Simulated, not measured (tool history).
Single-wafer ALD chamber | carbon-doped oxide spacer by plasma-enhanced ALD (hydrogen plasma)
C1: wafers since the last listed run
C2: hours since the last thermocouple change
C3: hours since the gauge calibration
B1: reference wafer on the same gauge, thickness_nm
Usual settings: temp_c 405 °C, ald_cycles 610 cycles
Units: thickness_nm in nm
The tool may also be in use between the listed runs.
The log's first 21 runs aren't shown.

run 22 hour=295.8 | temp_c=405 ald_cycles=610 | C1=6 C2=13 C3=444.6 | B1=29.909 | thickness_nm=32.125
run 23 hour=310.9 | temp_c=416 ald_cycles=682 | C1=9 C2=28.1 C3=459.7 | B1=29.884 | thickness_nm=34.633
-- hour=325.4 gauge calibrated
run 24 hour=327.8 | temp_c=405 ald_cycles=509 | C1=10 C2=45 C3=2.4 | B1=30.298 | thickness_nm=27.115
run 25 hour=336.1 | temp_c=405 ald_cycles=671 | C1=5 C2=53.3 C3=10.7 | B1=30.319 | thickness_nm=35.605
run 26 hour=390 | temp_c=405 ald_cycles=709 | C1=32 C2=107.2 C3=64.6 | B1=30.299 | thickness_nm=37.658
run 27 hour=405.1 | temp_c=405 ald_cycles=610 | C1=9 C2=122.3 C3=79.7 | B1=30.302 | thickness_nm=32.395
run 28 hour=414.9 | temp_c=418 ald_cycles=641 | C1=5 C2=132.1 C3=89.5 | B1=30.312 | thickness_nm=32.911
run 29 hour=421.1 | temp_c=419 ald_cycles=711 | C1=3 C2=138.3 C3=95.7 | B1=30.304 | thickness_nm=36.349
run 30 hour=438.5 | temp_c=405 ald_cycles=509 | C1=10 C2=155.7 C3=113.1 | B1=30.296 | thickness_nm=27.149
run 31 hour=453.3 | temp_c=399 ald_cycles=645 | C1=8 C2=170.5 C3=127.9 | B1=30.282 | thickness_nm=34.734
run 32 hour=460.1 | temp_c=405 ald_cycles=704 | C1=4 C2=177.3 C3=134.7 | B1=30.276 | thickness_nm=37.497
run 33 hour=475.7 | temp_c=391 ald_cycles=514 | C1=9 C2=192.9 C3=150.3 | B1=30.272 | thickness_nm=27.882
run 34 hour=486 | temp_c=390 ald_cycles=646 | C1=6 C2=203.2 C3=160.6 | B1=30.27 | thickness_nm=34.865
run 35 hour=498.6 | temp_c=399 ald_cycles=683 | C1=7 C2=215.8 C3=173.2 | B1=30.267 | thickness_nm=36.633

Forecast each of these 3 alternatives for the next run:
run A hour=499.9 | temp_c=405 ald_cycles=610 | C1=0 C2=217.1 C3=174.5 | B1=? | thickness_nm=?
run B hour=499.9 | temp_c=418 ald_cycles=566 | C1=0 C2=217.1 C3=174.5 | B1=? | thickness_nm=?
run C hour=499.9 | temp_c=396 ald_cycles=610 | C1=0 C2=217.1 C3=174.5 | B1=? | thickness_nm=?

run=A B1=30.259 thickness_nm=32.487
run=B B1=30.259 thickness_nm=29.093
run=C B1=30.259 thickness_nm=32.982
Without the tool's hidden state the same runs would have given:
run=A thickness_nm=32.529
run=B thickness_nm=29.131
run=C thickness_nm=33.025
